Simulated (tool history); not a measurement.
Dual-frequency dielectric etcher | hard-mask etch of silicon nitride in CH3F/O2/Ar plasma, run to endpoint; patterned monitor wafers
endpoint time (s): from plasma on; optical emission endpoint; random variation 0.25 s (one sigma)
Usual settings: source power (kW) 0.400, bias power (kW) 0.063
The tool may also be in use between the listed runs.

run   hour  source power (kW)  bias power (kW)  incoming incoming film thickness, nm  endpoint time (s)
  1    0.0              0.400            0.063                                 46.93               71.7
  2   26.9              0.400            0.063                                 47.18               72.2
  3   50.4              0.400            0.055                                 47.22               75.4
  4   83.8              0.400            0.055                                 47.07               75.4
     119.5  -- wet clean of the chamber
  5  120.0              0.400            0.063                                 47.13               71.8
  6  162.7              0.470            0.063                                 47.19               67.1
  7  198.6              0.470            0.063                                 47.36               67.8
  8  221.8              0.400            0.056                                 47.38               75.6
  9  253.3              0.400            0.056                                 47.37               75.5
 10  276.2              0.400            0.071                                 46.99               68.8
 11  294.3              0.460            0.063                                 47.06               67.5
 12  317.7              0.460            0.063                                 47.27               68.2
 13  348.9              0.400            0.063                                 47.17               71.9
     361.6  -- source power generator calibrated
 14  363.6              0.400            0.063                                 47.15               71.7
 15  379.9              0.490            0.050                                 47.23               72.1
 16  404.2              0.400            0.047                                 47.56               80.8
     420.5  -- bias power generator calibrated
 17  437.7              0.400            0.063                                 47.19               72.1
 18  465.8              0.470            0.063                                 47.32               67.4
 19  491.0              0.400            0.063                                 47.40               72.4
 20  512.8              0.370            0.058                                 47.01               76.8
 21  535.8              0.460            0.053                                 47.08               72.4
 22  560.5              0.370            0.076                                 47.40               69.2
 23  578.8              0.400            0.068                                 47.29               70.0
     607.2  -- wet clean of the chamber
 24  610.7              0.340            0.056                                 47.05               80.3
     651.7  -- upper electrode replaced
 25  652.2              0.300            0.047                                 47.46               91.7
 26  669.3              0.490            0.058                                 47.65               68.6
 27  696.0              0.450            0.055                                 47.09               72.3
 28  719.2              0.440            0.051                                 46.87               74.3
 29  745.5              0.440            0.063                                 47.45               69.2
 30  770.3              0.360            0.055                                 47.39               79.6
 31  825.2              0.300            0.057                                 47.21               84.8
 32  846.6              0.350            0.055                                 47.20               80.4
 33  879.2              0.370            0.063                                 47.85               74.8
 34  897.6              0.400            0.063                                 47.26               71.8
 35  992.0              0.400            0.063                                 47.72               72.8

Forecast each of these 4 alternatives for the next run:
  A  992.4              0.350            0.063                                 47.11                  ?
  B  992.4              0.480            0.077                                 47.11                  ?
  C  992.4              0.310            0.063                                 47.11                  ?
  D  992.4              0.460            0.059                                 47.11                  ?

run  endpoint time (s)
  A               76.0
  B               61.6
  C               80.1
  D               69.4
Without the tool's hidden state the same runs would have given:
run  endpoint time (s)
  A               76.0
  B               61.6
  C               80.1
  D               69.4

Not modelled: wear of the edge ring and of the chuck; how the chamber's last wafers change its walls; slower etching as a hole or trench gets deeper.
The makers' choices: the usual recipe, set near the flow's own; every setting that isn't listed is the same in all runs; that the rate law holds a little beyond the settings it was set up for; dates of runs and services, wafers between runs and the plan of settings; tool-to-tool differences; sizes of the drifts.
